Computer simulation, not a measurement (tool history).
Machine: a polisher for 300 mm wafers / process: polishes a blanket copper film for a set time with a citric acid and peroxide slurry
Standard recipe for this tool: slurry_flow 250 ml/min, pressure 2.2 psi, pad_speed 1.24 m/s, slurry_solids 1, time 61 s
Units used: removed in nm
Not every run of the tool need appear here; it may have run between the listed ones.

run,hour,slurry_flow,pressure,pad_speed,slurry_solids,time,wafers since the last listed run,wafers polished on this pad,hours since the slurry nozzle was cleaned,hours since the head pressure was calibrated,hours since the slurry blender was calibrated,"incoming thickness of the incoming film, nm",removed
1,0,250,2.2,1.24,1,61,0,518,36.6,969,356.1,1256.6,104.2
2,9.4,250,2.2,1.24,1,61,109,627,46,978.4,365.5,1240.3,106.2
3,19.4,250,2.2,1.24,1,61,116,743,56,988.4,375.5,1252.1,104.9
# hour 35: worn pad replaced by a new one
4,35.5,250,2.2,1.24,1,61,140,5,72.1,1004.5,391.6,1264.2,101.6
5,42.5,250,2.2,1.24,1,61,81,86,79.1,1011.5,398.6,1263.3,103.4
6,52.6,250,2.7,1.24,1,61,117,203,89.2,1021.6,408.7,1246.1,125.2
7,61,250,2.7,1.24,1,61,97,301,97.6,1030,417.1,1284.1,123.2
8,69.5,250,2.7,1.24,1,61,98,400,106.1,1038.5,425.6,1277.5,122.4
9,80,250,2.2,1.24,0.9,61,121,521,116.6,1049,436.1,1280.6,100.7
10,97.6,250,2.2,1.24,0.9,61,204,726,134.2,1066.6,453.7,1260.5,100.2
11,107.6,250,2.2,1.24,0.9,61,116,842,144.2,1076.6,463.7,1242.1,98.5
12,115.9,270,2.2,1.24,1,61,96,938,152.5,1084.9,472,1267,100.5
# hour 123.7: slurry blender recalibrated
13,125.3,270,2.2,1.24,1,61,85,1024,161.9,1094.3,1.6,1278.6,101.2
# hour 136.7: worn pad replaced by a new one
14,137.2,250,2.2,1.24,1,61,91,6,173.8,1106.2,13.5,1274.2,99.3
# hour 139.6: head pressure recalibrated
15,143.8,300,1.4,1.24,1,51,53,59,180.4,4.2,20.1,1280.2,57.7
16,164.3,250,2.2,1.24,1,61,237,297,200.9,24.7,40.6,1262,100.1
17,176.2,220,2.7,1.58,0.8,61,138,435,212.8,36.6,52.5,1256.6,141.2
18,183.5,320,2.2,1.4,1.15,61,84,520,220.1,43.9,59.8,1252.6,119.4
19,200.4,250,2.2,1.24,1,42,196,716,237,60.8,76.7,1234.2,68
20,212.3,250,2.2,1.24,1,61,138,854,248.9,72.7,88.6,1259.6,100.8
21,228.3,250,2.2,1.6,1,61,185,1040,264.9,88.7,104.6,1278.6,127.8
# hour 235.5: worn pad replaced by a new one
22,243.9,250,2.4,1.24,0.9,61,134,97,280.5,104.3,120.2,1262.6,103.9
# hour 247.1: slurry nozzle cleaned
23,255,250,2.2,1.24,1,61,117,214,7.9,115.4,131.3,1276.5,106.1
24,270.9,250,2.2,1.5,1,47,184,399,23.8,131.3,147.2,1270.8,98
25,288.2,250,2.2,0.86,1,61,200,599,41.1,148.6,164.5,1267.2,74.4
26,304.7,250,2.7,1.6,1.15,71,191,791,57.6,165.1,181,1262.1,190.7
27,313.6,250,2.2,1.52,1,61,103,894,66.5,174,189.9,1250.9,125.4
28,322.5,320,2.2,1.4,1.15,61,103,997,75.4,182.9,198.8,1262.3,123

Some steps in removed, run to run, broken into two amounts with sign: the step expected even without the hidden condition (settings, incoming material, random variation), and the rest, left for the hidden condition together with whatever gauge scatter is not in both the measured and the hidden-condition-free result:
Unlogged tool condition in this case: removal rate lost through wear of the pad, %; slurry flow missing at the pad, %; deviation of the head's pressure from its setpoint, %; abrasive missing from the slurry, %.
Run 17 -> 18: slurry_flow 220 -> 320, pressure 2.7 -> 2.2, pad_speed 1.58 -> 1.4, slurry_solids 0.8 -> 1.15. removed -21.8 nm: hidden state +5.4, all else -27.2.
Run 22 -> 23: pressure 2.4 -> 2.2, slurry_solids 0.9 -> 1, slurry nozzle cleaned. removed +2.2 nm: hidden state +8.8, all else -6.6.
Run 25 -> 26: pressure 2.2 -> 2.7, pad_speed 0.86 -> 1.6, slurry_solids 1 -> 1.15, time 61 -> 71. removed +116.3 nm: hidden state -3.5, all else +119.8.
Run 26 -> 27: pressure 2.7 -> 2.2, pad_speed 1.6 -> 1.52, slurry_solids 1.15 -> 1, time 71 -> 61. removed -65.3 nm: hidden state +1.2, all else -66.5.

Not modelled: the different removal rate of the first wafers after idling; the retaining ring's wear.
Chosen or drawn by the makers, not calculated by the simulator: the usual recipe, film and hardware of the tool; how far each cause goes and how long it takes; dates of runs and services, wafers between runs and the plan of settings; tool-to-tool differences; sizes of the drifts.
